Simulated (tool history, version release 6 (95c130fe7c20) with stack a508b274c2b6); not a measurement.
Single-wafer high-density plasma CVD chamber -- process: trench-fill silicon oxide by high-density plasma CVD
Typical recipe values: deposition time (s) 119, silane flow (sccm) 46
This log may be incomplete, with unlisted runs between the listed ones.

run    hour  deposition time (s)  silane flow (sccm)  wafers since the last listed run  hours since the silane flow controller was replaced  hours since the gauge calibration  read-back reference wafer on the same gauge, thickness_nm  mean film thickness on the monitor wafer (nm)
  1       0                  119                  41                                 0                                               2579.2                             1300.8                                                    429.796                                        486.945
  2    64.1                  119                  41                               423                                               2643.3                             1364.9                                                    430.115                                        487.361
  3   118.6                  119                  51                               359                                               2697.8                             1419.4                                                     429.25                                        582.526
  4   166.6                  119                  51                               317                                               2745.8                             1467.4                                                    430.477                                        579.182
  5   210.5                  119                  51                               289                                               2789.7                             1511.3                                                    429.957                                        579.634
  6   238.9                  119                  46                               187                                               2818.1                             1539.7                                                    429.902                                         532.64
  7   308.6                  127                  49                               460                                               2887.8                             1609.4                                                      430.7                                        603.128
  8   361.8                  127                  49                               351                                                 2941                             1662.6                                                    430.313                                        607.023
  9   392.4                  127                  49                               202                                               2971.6                             1693.2                                                    429.829                                        602.172
 10   460.7                  119                  46                               451                                               3039.9                             1761.5                                                    430.367                                        538.391
 11   500.9                  119                  46                               265                                               3080.1                             1801.7                                                    429.726                                        537.074
 12   538.9                  119                  46                               250                                               3118.1                             1839.7                                                     430.75                                        540.119
 13   610.7                  119                  46                               474                                               3189.9                             1911.5                                                    430.099                                        540.504
 14   655.1                  119                  46                               293                                               3234.3                             1955.9                                                    430.328                                        537.084
 15     689                  119                  46                               223                                               3268.2                             1989.8                                                    430.053                                        538.197
 16   729.8                  119                  46                               269                                                 3309                             2030.6                                                    430.178                                        540.342
 17   797.6                  119                  46                               447                                               3376.8                             2098.4                                                     430.22                                        540.891
 18   854.7                  119                  50                               377                                               3433.9                             2155.5                                                    430.244                                        578.186
 19   882.9                  119                  46                               186                                               3462.1                             2183.7                                                    430.219                                         541.11
 20   912.1                  119                  42                               192                                               3491.3                             2212.9                                                    429.804                                        501.901
        954  -- gauge calibrated
 21   957.3                   96                  52                               298                                               3536.5                                3.3                                                     429.93                                         484.28
 22  1005.8                  138                  49                               320                                                 3585                               51.8                                                    429.823                                        665.811
     1065.8  -- silane flow controller replaced
 23  1066.3                  139                  43                               346                                                  0.5                              112.3                                                    429.867                                        585.028
 24  1122.9                  103                  55                               373                                                 57.1                              168.9                                                    429.909                                        532.538
 25  1176.9                  137                  46                               356                                                111.1                              222.9                                                    429.819                                        607.249
 26  1238.9                  138                  37                               409                                                173.1                              284.9                                                    430.082                                        514.799
 27  1368.4                  119                  46                               855                                                302.6                              414.4                                                    430.096                                        526.971
 28    1395                  119                  51                               175                                                329.2                                441                                                    430.081                                        572.728
 29    1432                  119                  53                               244                                                366.2                                478                                                     430.06                                        594.323
 30  1468.5                  119                  46                               241                                                402.7                              514.5                                                    429.716                                        528.827
 31  1513.7                  119                  55                               298                                                447.9                              559.7                                                    430.641                                        614.593
 32  1540.1                  112                  44                               174                                                474.3                              586.1                                                    430.138                                        476.786
 33  1590.5                  119                  46                               332                                                524.7                              636.5                                                    429.983                                        529.115
 34  1628.6                  105                  52                               251                                                562.8                              674.6                                                    429.804                                        517.099
 35  1673.6                  119                  52                               297                                                607.8                              719.6                                                    430.257                                        586.488
 36  1728.5                  119                  41                               362                                                662.7                              774.5                                                    430.506                                        479.742

What differs in the tool's unlogged condition from the final listed run ahead of each entry between runs to the first listed run following it?
From run 20 to run 21: gauge calibrated (hour 954)
  delivered silane flow above the setpoint (%): 3.62 -> 3.73
  difference, measured minus the result without the unlogged condition, mean film thickness on the monitor wafer (nm): +14.397 -> +14.296
From run 22 to run 23: silane flow controller replaced (hour 1065.8)
  delivered silane flow above the setpoint (%): 3.84 -> 0.391
  difference, measured minus the result without the unlogged condition, mean film thickness on the monitor wafer (nm): +20.257 -> +1.863

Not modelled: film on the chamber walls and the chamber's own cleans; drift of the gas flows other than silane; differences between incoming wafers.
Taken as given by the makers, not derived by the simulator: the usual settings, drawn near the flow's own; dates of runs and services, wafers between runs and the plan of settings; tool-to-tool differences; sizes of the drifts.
